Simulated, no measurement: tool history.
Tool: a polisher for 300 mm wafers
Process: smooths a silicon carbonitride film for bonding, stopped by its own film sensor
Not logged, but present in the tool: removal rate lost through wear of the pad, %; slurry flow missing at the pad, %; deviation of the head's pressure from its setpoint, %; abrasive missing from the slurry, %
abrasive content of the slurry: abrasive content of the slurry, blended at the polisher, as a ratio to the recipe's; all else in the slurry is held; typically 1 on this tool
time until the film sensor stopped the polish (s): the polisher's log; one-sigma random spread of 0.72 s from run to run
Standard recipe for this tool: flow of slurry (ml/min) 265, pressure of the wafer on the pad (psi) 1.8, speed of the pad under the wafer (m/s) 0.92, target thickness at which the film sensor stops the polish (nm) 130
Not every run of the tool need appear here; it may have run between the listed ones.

run	hour	flow of slurry (ml/min)	pressure of the wafer on the pad (psi)	speed of the pad under the wafer (m/s)	abrasive content of the slurry	target thickness at which the film sensor stops the polish (nm)	wafers since the last listed run	wafers polished on this pad	hours since the slurry nozzle was cleaned	hours since the head pressure was calibrated	hours since the slurry blender was calibrated	incoming thickness of the incoming film, nm	time until the film sensor stopped the polish (s)
1	0	265	1.8	0.92	1	130	0	23	110	118.8	61.4	153	97.9
2	37.3	265	1.8	1	1	130	207	231	147.3	156.1	98.7	151.7	85.9
3	79.1	265	1.8	0.92	1	130	232	464	189.1	197.9	140.5	151	90.2
4	171.2	265	1.8	0.92	1	130	512	976	281.2	290	232.6	150.3	90.7
5	247.8	265	1.8	0.92	1	130	426	1403	357.8	366.6	309.2	148.1	79.3
6	348.3	265	1.4	0.92	1	130	559	1962	458.3	467.1	409.7	147	96.6
7	388.7	265	2	0.92	1	126	224	2187	498.7	507.5	450.1	149.6	94.5
8	450.9	265	1.8	0.92	1	130	346	2533	560.9	569.7	512.3	150	90.9
# hour 561.2: slurry nozzle cleaned
9	613.9	265	1.5	0.92	1	123	901	3435	52.7	732.7	675.3	149.2	146.2
# hour 629.2: slurry blender recalibrated
# hour 689.8: head pressure recalibrated
10	695.4	265	1.8	0.6	1	130	431	3867	134.2	5.6	66.2	150.3	135.3
11	759	200	1.8	0.68	1	130	354	4221	197.8	69.2	129.8	148.6	114.4
# hour 806.8: worn pad replaced by a new one
12	816	265	1.8	0.92	1	130	295	51	254.8	126.2	186.8	151	90.4
13	897	345	1.8	0.92	1	130	450	502	335.8	207.2	267.8	151.6	92.4
14	1166.2	265	1.6	0.8	1	130	1498	2001	605	476.4	537	149.8	108.3
15	1235.4	265	1.3	0.92	1	130	385	2386	674.2	545.6	606.2	148.2	110.4
16	1301.3	265	1.8	0.92	1	130	366	2753	740.1	611.5	672.1	152.8	103.3
# hour 1310.7: slurry nozzle cleaned
# hour 1312.4: slurry blender recalibrated
17	1365.7	300	1.8	0.82	1	130	343	3096	55	675.9	53.3	149.9	98
# hour 1442.2: worn pad replaced by a new one
18	1448.4	265	2	1.12	0.9	130	438	34	137.7	758.6	136	151.3	73.3
# hour 1485.8: head pressure recalibrated
19	1504.5	265	2.3	1.04	1.15	127	301	335	193.8	18.7	192.1	148	61.5
20	1595.1	265	2.3	1.04	1.15	127	504	839	284.4	109.3	282.7	148.4	64.1
21	1666	315	1.8	1.04	1	130	394	1234	355.3	180.2	353.6	152.2	88.7
22	1769.6	265	1.8	0.92	1	130	576	1811	458.9	283.8	457.2	151.4	95.2
23	1812.6	220	1.8	1	0.7	124	239	2050	501.9	326.8	500.2	147.3	117.1
24	1878.9	350	1.8	0.92	1.3	130	369	2419	568.2	393.1	566.5	152.2	88.9
# hour 1936.3: slurry nozzle cleaned
25	1983.4	265	1.8	1.24	0.9	130	576	2996	47.1	497.6	671	150	76.3
# hour 2066.9: slurry blender recalibrated
26	2072.3	290	1.8	0.92	1	130	483	3479	136	586.5	5.4	151.1	98.5
# hour 2097: worn pad replaced by a new one
27	2132.3	320	1.8	0.68	1.3	136	311	196	196	646.5	65.4	148.7	61.6
# hour 2193.8: head pressure recalibrated
28	2211.9	265	1.8	0.82	0.9	135	431	628	275.6	18.1	145	151.6	82.7
29	2296.5	205	2.3	0.92	1.25	124	470	1099	360.2	102.7	229.6	151.1	89

Entry by entry between the runs, the difference in hidden state between the last listed run before and the first listed run after:
In the gap between runs 8 and 9: slurry nozzle cleaned (hour 561.2)
  removal rate lost through wear of the pad, %: 5.25 -> 7.05
  measured value less the no-hidden-state value, time until the film sensor stopped the polish (s): +4.8 -> +10.3
In the gap between runs 9 and 10: slurry blender recalibrated (hour 629.2); head pressure recalibrated (hour 689.8)
  removal rate lost through wear of the pad, %: 7.05 -> 7.95
  measured value less the no-hidden-state value, time until the film sensor stopped the polish (s): +10.3 -> +10.8
In the gap between runs 11 and 12: worn pad replaced by a new one (hour 806.8)
  removal rate lost through wear of the pad, %: 8.65 -> 0.114
  measured value less the no-hidden-state value, time until the film sensor stopped the polish (s): +9.9 -> +0.1
In the gap between runs 16 and 17: slurry nozzle cleaned (hour 1310.7); slurry blender recalibrated (hour 1312.4)
  removal rate lost through wear of the pad, %: 5.47 -> 6.18
  measured value less the no-hidden-state value, time until the film sensor stopped the polish (s): +5.7 -> +6.1
In the gap between runs 17 and 18: worn pad replaced by a new one (hour 1442.2)
  removal rate lost through wear of the pad, %: 6.18 -> 1.18
  measured value less the no-hidden-state value, time until the film sensor stopped the polish (s): +6.1 -> +0.8
In the gap between runs 18 and 19: head pressure recalibrated (hour 1485.8)
  removal rate lost through wear of the pad, %: 1.18 -> 1.8
  measured value less the no-hidden-state value, time until the film sensor stopped the polish (s): +0.8 -> +1.1
In the gap between runs 24 and 25: slurry nozzle cleaned (hour 1936.3)
  removal rate lost through wear of the pad, %: 5.93 -> 7.08
  measured value less the no-hidden-state value, time until the film sensor stopped the polish (s): +5.3 -> +5.4
In the gap between runs 25 and 26: slurry blender recalibrated (hour 2066.9)
  removal rate lost through wear of the pad, %: 7.08 -> 8.06
  measured value less the no-hidden-state value, time until the film sensor stopped the polish (s): +5.4 -> +8
In the gap between runs 26 and 27: worn pad replaced by a new one (hour 2097)
  removal rate lost through wear of the pad, %: 8.06 -> 0.664
  measured value less the no-hidden-state value, time until the film sensor stopped the polish (s): +8 -> +0.4
In the gap between runs 27 and 28: head pressure recalibrated (hour 2193.8)
  removal rate lost through wear of the pad, %: 0.664 -> 1.54
  measured value less the no-hidden-state value, time until the film sensor stopped the polish (s): +0.4 -> +1.3

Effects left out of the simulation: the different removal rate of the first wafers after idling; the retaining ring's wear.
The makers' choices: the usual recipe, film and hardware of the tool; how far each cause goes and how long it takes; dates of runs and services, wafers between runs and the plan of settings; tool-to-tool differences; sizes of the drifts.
